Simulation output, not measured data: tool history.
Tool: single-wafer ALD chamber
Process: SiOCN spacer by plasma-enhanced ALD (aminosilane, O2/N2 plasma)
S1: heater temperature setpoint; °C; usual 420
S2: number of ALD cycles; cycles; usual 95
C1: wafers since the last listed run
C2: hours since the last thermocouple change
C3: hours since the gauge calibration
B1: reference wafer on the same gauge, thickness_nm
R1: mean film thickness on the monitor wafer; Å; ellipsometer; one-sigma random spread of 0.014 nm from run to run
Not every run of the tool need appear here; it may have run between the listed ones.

run   hour   S1   S2  C1      C2     C3     B1     R1
  1    0.0  420   95   0   979.1  126.9  5.191  54.77
  2    9.3  420   95  26   988.4  136.2  5.192  55.02
  3   31.1  420   95  61  1010.2  158.0  5.188  54.84
  4   44.7  420  110  38  1023.8  171.6  5.192  63.50
  5   61.8  420  110  47  1040.9  188.7  5.193  63.77
  6   75.5  420  110  38  1054.6  202.4  5.186  63.71
  7   83.6  420   95  22  1062.7  210.5  5.188  55.05
      95.1  -- gauge calibrated
  8  100.6  420   95  47  1079.7    5.5  5.190  54.75
  9  107.4  430   95  19  1086.5   12.3  5.188  53.69
 10  123.2  430   95  44  1102.3   28.1  5.191  53.30
 11  134.7  414   95  32  1113.8   39.6  5.190  55.93
 12  141.8  414   95  19  1120.9   46.7  5.187  55.89
 13  159.4  414   95  49  1138.5   64.3  5.191  55.75
 14  166.5  431  109  19  1145.6   71.4  5.191  61.42
 15  173.3  427   95  19  1152.4   78.2  5.192  53.79
     190.2  -- thermocouple changed; heater temperature recalibrated
 16  190.7  420   95  26     0.5   95.6  5.188  55.00
 17  199.3  420   76  24     9.1  104.2  5.190  43.84
 18  211.6  414   95  34    21.4  116.5  5.188  56.11
 19  221.3  430  109  27    31.1  126.2  5.188  61.40
 20  233.1  413   95  33    42.9  138.0  5.191  55.98
 21  250.2  420  104  47    60.0  155.1  5.191  60.17
 22  264.1  420   95  38    73.9  169.0  5.189  55.23
 23  270.3  411   83  17    80.1  175.2  5.190  49.22
 24  281.3  426   86  30    91.1  186.2  5.188  48.67
 25  293.2  432  111  33   103.0  198.1  5.192  62.09
 26  307.7  420   82  40   117.5  212.6  5.191  47.51

Predict each of these 4 candidate next runs independently; none follows another, all start after run 26:
  A  308.3  420   95   1  118.1  213.2   ?   ?
  B  308.3  427   80   1  118.1  213.2   ?   ?
  C  308.3  420   89   1  118.1  213.2   ?   ?
  D  308.3  413  110   1  118.1  213.2   ?   ?

run     B1     R1
  A  5.192  54.96
  B  5.192  45.37
  C  5.192  51.49
  D  5.192  64.89
What these runs would have given with no unlogged condition in the tool:
run     R1
  A  54.96
  B  45.37
  C  51.49
  D  64.89
